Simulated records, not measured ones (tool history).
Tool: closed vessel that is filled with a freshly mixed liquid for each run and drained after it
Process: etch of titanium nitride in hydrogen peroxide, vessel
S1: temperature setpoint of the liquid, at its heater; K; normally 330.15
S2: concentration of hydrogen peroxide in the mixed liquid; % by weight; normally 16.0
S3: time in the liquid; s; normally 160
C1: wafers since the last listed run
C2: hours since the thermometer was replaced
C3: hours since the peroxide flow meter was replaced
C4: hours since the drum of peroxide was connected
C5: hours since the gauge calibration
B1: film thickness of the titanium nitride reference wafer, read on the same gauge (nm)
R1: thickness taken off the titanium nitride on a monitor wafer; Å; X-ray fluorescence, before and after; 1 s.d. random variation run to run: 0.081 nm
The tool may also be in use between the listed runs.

run	hour	S1	S2	S3	C1	C2	C3	C4	C5	B1	R1
1	0.0	330.15	16.0	160	0	2966.5	1785.6	957.4	249.2	100.02	107.3
2	34.9	330.15	16.0	160	4469	3001.4	1820.5	992.3	284.1	99.99	105.9
3	60.8	330.15	16.0	160	3316	3027.3	1846.4	1018.2	310.0	100.02	107.1
# hour 63.5: gauge calibrated
4	77.9	330.15	16.0	215	2189	3044.4	1863.5	1035.3	14.4	100.00	145.4
5	90.7	330.15	13.5	160	1639	3057.2	1876.3	1048.1	27.2	99.98	103.2
6	124.7	330.15	13.5	160	4353	3091.2	1910.3	1082.1	61.2	100.01	103.1
7	218.7	330.15	13.5	160	12037	3185.2	2004.3	1176.1	155.2	100.02	103.1
# hour 236.8: peroxide flow meter replaced
8	246.2	330.15	16.0	230	3393	3212.7	9.4	1203.6	182.7	100.02	152.4
# hour 309.9: new drum of peroxide connected
9	346.3	333.65	21.0	80	12690	3312.8	109.5	36.4	282.8	100.00	70.9
10	358.7	330.15	16.0	160	1587	3325.2	121.9	48.8	295.2	99.98	106.2
11	371.2	327.15	16.0	230	1600	3337.7	134.4	61.3	307.7	100.02	121.7
# hour 378.6: thermometer replaced
# hour 399.2: gauge calibrated
12	399.3	326.15	16.0	160	3470	20.7	162.5	89.4	0.1	100.00	97.3
13	417.8	330.15	20.5	115	2369	39.2	181.0	107.9	18.6	100.00	96.6
14	443.1	330.15	13.0	160	3239	64.5	206.3	133.2	43.9	99.97	122.2
15	471.2	339.15	21.0	160	3598	92.6	234.4	161.3	72.0	100.02	244.7

Run 16, settings as shown, results not yet in. Your forecast:
16	503.8	330.15	14.5	160	4174	125.2	267.0	193.9	104.6	?	?

B1: 100.05
R1: 125.0 Å
On a tool with no hidden condition, and with the same random variation, this run would have come out at R1 126.0 Å.
